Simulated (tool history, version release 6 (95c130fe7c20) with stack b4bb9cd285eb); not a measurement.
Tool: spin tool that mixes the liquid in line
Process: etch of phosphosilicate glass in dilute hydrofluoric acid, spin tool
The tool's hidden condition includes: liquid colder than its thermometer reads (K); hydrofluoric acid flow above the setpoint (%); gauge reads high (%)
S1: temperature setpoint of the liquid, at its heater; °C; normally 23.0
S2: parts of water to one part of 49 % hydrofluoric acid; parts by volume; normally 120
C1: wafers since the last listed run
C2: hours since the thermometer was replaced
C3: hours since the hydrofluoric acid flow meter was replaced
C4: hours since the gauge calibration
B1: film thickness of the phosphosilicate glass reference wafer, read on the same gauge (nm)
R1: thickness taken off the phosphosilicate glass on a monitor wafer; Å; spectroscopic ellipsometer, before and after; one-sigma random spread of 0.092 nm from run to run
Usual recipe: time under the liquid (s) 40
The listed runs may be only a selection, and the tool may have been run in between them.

run 1 hour=0.0 | S1=23.0 S2=120 time_under_the_liquid_(s)=40 | C1=0 C2=39.7 C3=1467.6 C4=7.8 | B1=129.98 | R1=184.5
run 2 hour=8.3 | S1=23.0 S2=120 time_under_the_liquid_(s)=20 | C1=139 C2=48.0 C3=1475.9 C4=16.1 | B1=130.02 | R1=91.8
run 3 hour=15.3 | S1=23.0 S2=120 time_under_the_liquid_(s)=20 | C1=117 C2=55.0 C3=1482.9 C4=23.1 | B1=130.00 | R1=92.0
run 4 hour=31.4 | S1=25.5 S2=120 time_under_the_liquid_(s)=40 | C1=270 C2=71.1 C3=1499.0 C4=39.2 | B1=130.00 | R1=203.6
run 5 hour=47.5 | S1=25.5 S2=120 time_under_the_liquid_(s)=40 | C1=270 C2=87.2 C3=1515.1 C4=55.3 | B1=130.02 | R1=203.6
run 6 hour=62.6 | S1=25.5 S2=120 time_under_the_liquid_(s)=40 | C1=253 C2=102.3 C3=1530.2 C4=70.4 | B1=129.99 | R1=202.6
run 7 hour=75.0 | S1=23.0 S2=120 time_under_the_liquid_(s)=40 | C1=208 C2=114.7 C3=1542.6 C4=82.8 | B1=130.02 | R1=182.3
run 8 hour=89.6 | S1=23.0 S2=120 time_under_the_liquid_(s)=40 | C1=245 C2=129.3 C3=1557.2 C4=97.4 | B1=130.00 | R1=183.1
run 9 hour=101.8 | S1=23.0 S2=120 time_under_the_liquid_(s)=40 | C1=204 C2=141.5 C3=1569.4 C4=109.6 | B1=129.98 | R1=183.9
run 10 hour=116.1 | S1=23.0 S2=120 time_under_the_liquid_(s)=35 | C1=240 C2=155.8 C3=1583.7 C4=123.9 | B1=129.98 | R1=161.0
run 11 hour=133.9 | S1=23.0 S2=95 time_under_the_liquid_(s)=25 | C1=299 C2=173.6 C3=1601.5 C4=141.7 | B1=130.02 | R1=147.7
run 12 hour=140.2 | S1=20.0 S2=170 time_under_the_liquid_(s)=40 | C1=105 C2=179.9 C3=1607.8 C4=148.0 | B1=130.03 | R1=109.8
run 13 hour=150.3 | S1=23.0 S2=120 time_under_the_liquid_(s)=40 | C1=169 C2=190.0 C3=1617.9 C4=158.1 | B1=130.02 | R1=182.4
run 14 hour=158.4 | S1=23.0 S2=105 time_under_the_liquid_(s)=40 | C1=136 C2=198.1 C3=1626.0 C4=166.2 | B1=129.99 | R1=213.4
run 15 hour=168.9 | S1=23.0 S2=120 time_under_the_liquid_(s)=65 | C1=176 C2=208.6 C3=1636.5 C4=176.7 | B1=130.00 | R1=298.7
run 16 hour=179.2 | S1=23.0 S2=120 time_under_the_liquid_(s)=40 | C1=173 C2=218.9 C3=1646.8 C4=187.0 | B1=129.95 | R1=183.5
run 17 hour=189.8 | S1=23.0 S2=120 time_under_the_liquid_(s)=40 | C1=178 C2=229.5 C3=1657.4 C4=197.6 | B1=130.00 | R1=182.9
run 18 hour=201.8 | S1=20.0 S2=120 time_under_the_liquid_(s)=40 | C1=201 C2=241.5 C3=1669.4 C4=209.6 | B1=130.05 | R1=164.1
run 19 hour=213.9 | S1=23.0 S2=120 time_under_the_liquid_(s)=55 | C1=203 C2=253.6 C3=1681.5 C4=221.7 | B1=130.02 | R1=252.9
run 20 hour=222.0 | S1=23.0 S2=135 time_under_the_liquid_(s)=55 | C1=136 C2=261.7 C3=1689.6 C4=229.8 | B1=130.00 | R1=219.1
-- hour=233.9 hydrofluoric acid flow meter replaced
run 21 hour=234.4 | S1=20.0 S2=75 time_under_the_liquid_(s)=20 | C1=191 C2=274.1 C3=0.5 C4=242.2 | B1=129.99 | R1=137.0
run 22 hour=250.7 | S1=23.0 S2=170 time_under_the_liquid_(s)=40 | C1=273 C2=290.4 C3=16.8 C4=258.5 | B1=130.01 | R1=121.9
run 23 hour=268.2 | S1=20.5 S2=120 time_under_the_liquid_(s)=40 | C1=293 C2=307.9 C3=34.3 C4=276.0 | B1=130.00 | R1=165.0
run 24 hour=286.1 | S1=23.0 S2=105 time_under_the_liquid_(s)=15 | C1=300 C2=325.8 C3=52.2 C4=293.9 | B1=130.05 | R1=80.1
run 25 hour=301.7 | S1=23.0 S2=120 time_under_the_liquid_(s)=40 | C1=262 C2=341.4 C3=67.8 C4=309.5 | B1=130.00 | R1=185.1
run 26 hour=313.8 | S1=18.0 S2=100 time_under_the_liquid_(s)=20 | C1=203 C2=353.5 C3=79.9 C4=321.6 | B1=129.98 | R1=91.9
run 27 hour=358.3 | S1=21.0 S2=120 time_under_the_liquid_(s)=45 | C1=747 C2=398.0 C3=124.4 C4=366.1 | B1=130.03 | R1=190.8
run 28 hour=371.1 | S1=26.5 S2=120 time_under_the_liquid_(s)=40 | C1=215 C2=410.8 C3=137.2 C4=378.9 | B1=130.01 | R1=212.0
run 29 hour=379.2 | S1=23.0 S2=120 time_under_the_liquid_(s)=30 | C1=136 C2=418.9 C3=145.3 C4=387.0 | B1=130.01 | R1=137.9
run 30 hour=395.1 | S1=23.0 S2=120 time_under_the_liquid_(s)=40 | C1=267 C2=434.8 C3=161.2 C4=402.9 | B1=130.01 | R1=183.7
run 31 hour=408.8 | S1=23.0 S2=60 time_under_the_liquid_(s)=20 | C1=230 C2=448.5 C3=174.9 C4=416.6 | B1=130.02 | R1=195.3
run 32 hour=422.2 | S1=23.0 S2=120 time_under_the_liquid_(s)=40 | C1=225 C2=461.9 C3=188.3 C4=430.0 | B1=130.01 | R1=181.6
run 33 hour=439.7 | S1=19.0 S2=80 time_under_the_liquid_(s)=40 | C1=293 C2=479.4 C3=205.8 C4=447.5 | B1=129.98 | R1=244.6
-- hour=446.8 gauge calibrated
run 34 hour=449.4 | S1=19.0 S2=85 time_under_the_liquid_(s)=60 | C1=162 C2=489.1 C3=215.5 C4=2.6 | B1=129.99 | R1=343.6

Forecast each of these 3 alternatives for the next run:
run A hour=449.8 | S1=23.0 S2=120 time_under_the_liquid_(s)=40 | C1=6 C2=489.5 C3=215.9 C4=3.0 | B1=? | R1=?
run B hour=449.8 | S1=21.0 S2=120 time_under_the_liquid_(s)=20 | C1=6 C2=489.5 C3=215.9 C4=3.0 | B1=? | R1=?
run C hour=449.8 | S1=25.5 S2=80 time_under_the_liquid_(s)=25 | C1=6 C2=489.5 C3=215.9 C4=3.0 | B1=? | R1=?

run=A B1=130.00 R1=183.1
run=B B1=130.00 R1=84.5
run=C B1=130.00 R1=199.1
Without the tool's unlogged condition, the same runs would have read:
run=A R1=183.1
run=B R1=84.5
run=C R1=199.1

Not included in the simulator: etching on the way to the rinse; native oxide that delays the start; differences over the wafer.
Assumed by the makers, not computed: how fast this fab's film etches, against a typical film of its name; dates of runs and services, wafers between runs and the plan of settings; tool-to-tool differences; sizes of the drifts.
